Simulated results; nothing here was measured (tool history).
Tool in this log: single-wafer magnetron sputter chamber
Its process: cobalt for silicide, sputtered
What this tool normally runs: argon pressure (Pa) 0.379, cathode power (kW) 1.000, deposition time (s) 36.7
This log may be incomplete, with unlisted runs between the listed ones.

run	hour	argon pressure (Pa)	cathode power (kW)	deposition time (s)	wafers since the last listed run	wafers on the sputter target	hours since the last manometer calibration	hours since the magnet pack was replaced	hours since the gauge calibration	read-back reference wafer on the same gauge, thickness_nm	mean film thickness on the monitor wafer (Å)
1	0.0	0.379	1.000	36.7	0	3150	1737.1	5177.7	48.9	16.901	175.45
2	17.8	0.318	1.000	36.7	262	3412	1754.9	5195.5	66.7	16.898	178.07
3	29.8	0.318	1.000	36.7	177	3590	1766.9	5207.5	78.7	16.899	177.67
4	53.1	0.318	1.000	36.7	344	3934	1790.2	5230.8	102.0	16.903	177.98
5	75.6	0.379	1.100	36.7	332	4266	1812.7	5253.3	124.5	16.902	191.61
6	102.8	0.379	1.000	36.7	401	4668	1839.9	5280.5	151.7	16.900	175.33
7	133.0	0.379	1.000	36.7	446	5114	1870.1	5310.7	181.9	16.895	175.02
8	155.0	0.317	1.000	31.7	324	5439	1892.1	5332.7	203.9	16.899	153.45
9	186.0	0.317	1.000	31.7	457	5897	1923.1	5363.7	234.9	16.903	153.68
10	218.5	0.436	1.000	36.7	479	6377	1955.6	5396.2	267.4	16.901	173.01
11	236.6	0.436	1.000	36.7	267	6644	1973.7	5414.3	285.5	16.902	172.83
12	271.8	0.379	1.150	36.7	519	7164	2008.9	5449.5	320.7	16.899	200.13
13	295.7	0.379	1.150	36.7	352	7517	2032.8	5473.4	344.6	16.901	200.55
# hour 306.0: sputter target and shields replaced
14	316.4	0.379	1.000	36.7	187	153	2053.5	5494.1	365.3	16.906	176.90
15	346.0	0.379	0.900	36.7	437	590	2083.1	5523.7	394.9	16.900	160.58
16	380.9	0.379	0.850	33.2	515	1105	2118.0	5558.6	429.8	16.898	137.36
17	396.8	0.282	1.000	40.8	234	1340	2133.9	5574.5	445.7	16.900	200.64
18	411.0	0.264	1.200	36.7	209	1550	2148.1	5588.7	459.9	16.903	214.30
19	424.0	0.230	0.850	42.6	191	1742	2161.1	5601.7	472.9	16.900	182.08
20	438.7	0.379	1.000	43.8	217	1959	2175.8	5616.4	487.6	16.899	210.82
# hour 447.4: capacitance manometer re-zeroed and calibrated
21	455.9	0.379	0.850	36.7	135	2095	8.5	5633.6	504.8	16.900	149.49
22	476.8	0.379	1.000	36.7	308	2403	29.4	5654.5	525.7	16.898	173.42
# hour 487.6: gauge calibrated
23	489.5	0.241	1.000	30.7	187	2591	42.1	5667.2	1.9	16.898	150.55
# hour 498.2: magnet pack replaced
24	512.6	0.379	1.000	36.7	223	2814	65.2	14.4	25.0	16.901	173.71
25	547.6	0.231	1.000	36.7	516	3331	100.2	49.4	60.0	16.899	180.43
26	619.2	0.265	1.000	36.7	1057	4388	171.8	121.0	131.6	16.898	177.81
27	647.7	0.454	1.100	39.0	420	4809	200.3	149.5	160.1	16.902	196.86
28	677.2	0.436	1.000	36.7	435	5245	229.8	179.0	189.6	16.900	170.28
29	712.5	0.379	1.000	36.7	521	5766	265.1	214.3	224.9	16.904	173.18
30	738.8	0.379	1.150	33.4	388	6155	291.4	240.6	251.2	16.896	179.27
31	764.1	0.450	0.800	36.7	373	6528	316.7	265.9	276.5	16.902	138.46
32	799.1	0.379	1.000	30.6	516	7045	351.7	300.9	311.5	16.894	144.33
33	815.0	0.509	0.900	42.5	234	7280	367.6	316.8	327.4	16.895	176.38
34	831.2	0.296	0.800	34.7	239	7519	383.8	333.0	343.6	16.904	136.16

Hidden state or all else? Some run-to-run changes of mean film thickness on the monitor wafer (Å), split into what the settings, what came in and random variation would give without the hidden state, and what is left for the hidden state (with any gauge scatter that isn't in both results):
What the log doesn't record here: deposition rate above that of a new target (%); true argon pressure above the setpoint (%); gauge reads high (%).
Run 13 -> 14: cathode power (kW) 1.150 -> 1.000, sputter target and shields replaced. mean film thickness on the monitor wafer (Å) -23.65: hidden state +1.17, all else -24.82.
Run 16 -> 17: argon pressure (Pa) 0.379 -> 0.282, cathode power (kW) 0.850 -> 1.000, deposition time (s) 33.2 -> 40.8. mean film thickness on the monitor wafer (Å) +63.28: hidden state +0.10, all else +63.18.
Run 19 -> 20: argon pressure (Pa) 0.230 -> 0.379, cathode power (kW) 0.850 -> 1.000, deposition time (s) 42.6 -> 43.8. mean film thickness on the monitor wafer (Å) +28.74: hidden state +1.17, all else +27.57.
Run 20 -> 21: cathode power (kW) 1.000 -> 0.850, deposition time (s) 43.8 -> 36.7, capacitance manometer re-zeroed and calibrated. mean film thickness on the monitor wafer (Å) -61.33: hidden state -3.18, all else -58.15.
Run 30 -> 31: argon pressure (Pa) 0.379 -> 0.450, cathode power (kW) 1.150 -> 0.800, deposition time (s) 33.4 -> 36.7. mean film thickness on the monitor wafer (Å) -40.81: hidden state +0.31, all else -41.12.
